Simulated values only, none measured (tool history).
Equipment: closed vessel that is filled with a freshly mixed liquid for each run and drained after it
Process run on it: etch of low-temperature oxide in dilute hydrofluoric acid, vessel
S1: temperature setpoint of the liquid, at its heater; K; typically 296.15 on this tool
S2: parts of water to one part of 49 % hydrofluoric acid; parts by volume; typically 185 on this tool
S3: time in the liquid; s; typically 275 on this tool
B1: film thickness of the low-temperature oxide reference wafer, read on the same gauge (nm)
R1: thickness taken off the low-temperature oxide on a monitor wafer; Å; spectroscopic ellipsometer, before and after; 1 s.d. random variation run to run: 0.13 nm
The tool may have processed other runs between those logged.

run,hour,S1,S2,S3,B1,R1
1,0.0,296.15,185,275,60.04,144.1
2,32.3,298.15,185,185,59.97,105.0
3,68.6,298.15,185,185,60.01,102.8
4,99.1,296.15,210,275,60.04,122.5
5,133.2,296.15,210,275,60.04,124.9
6,182.3,296.15,210,275,60.04,122.9
7,239.5,296.15,185,360,60.01,191.5
8,278.7,296.15,185,275,60.01,144.2
9,313.1,296.15,185,275,60.00,141.9
10,362.2,296.15,185,275,59.97,143.0
11,402.2,296.15,185,275,59.98,142.9
12,519.2,296.15,185,275,59.98,141.2
13,571.3,296.15,185,165,59.99,85.4
14,598.0,296.15,185,165,59.97,84.7
15,647.3,296.15,185,375,60.03,199.3
16,689.4,300.65,275,205,59.99,78.5
17,744.1,296.15,185,275,59.98,147.9
18,784.2,298.15,105,380,60.03,410.5
19,827.8,296.15,185,275,59.99,144.9
20,892.2,292.15,140,385,60.02,240.9
21,959.4,294.15,185,275,59.97,133.6
22,1017.7,301.15,115,275,60.05,301.6
23,1050.9,296.15,185,275,59.98,144.7
24,1077.6,297.65,105,165,59.99,176.7
25,1131.2,296.15,210,275,60.01,120.3
26,1186.5,300.15,185,165,59.97,100.3
27,1401.9,296.15,185,275,59.99,142.6
28,1454.2,296.15,235,375,59.97,141.5
29,1479.8,294.15,260,275,60.01,86.2

Put back what was entered between runs (4 entries, withheld): which listed runs does each sit between, and how does the hidden state differ from the listed run before to the listed run after?
Run 10 -> run 11: gauge calibrated (hour 381.2)
  hydrofluoric acid flow below the setpoint (%): 3.27 -> 3.44
  measured minus no-state result, R1: -5.8 -> -6.1 Å
Run 11 -> run 12: thermometer replaced (hour 513.5)
  hydrofluoric acid flow below the setpoint (%): 3.44 -> 3.92
  measured minus no-state result, R1: -6.1 -> -6.9 Å
Run 14 -> run 15: hydrofluoric acid flow meter replaced (hour 613.5)
  hydrofluoric acid flow below the setpoint (%): 4.25 -> 0.819
  measured minus no-state result, R1: -4.5 -> -1.9 Å
Run 21 -> run 22: gauge calibrated (hour 1014.0)
  hydrofluoric acid flow below the setpoint (%): 2.11 -> 2.36
  measured minus no-state result, R1: -3.4 -> -8.4 Å
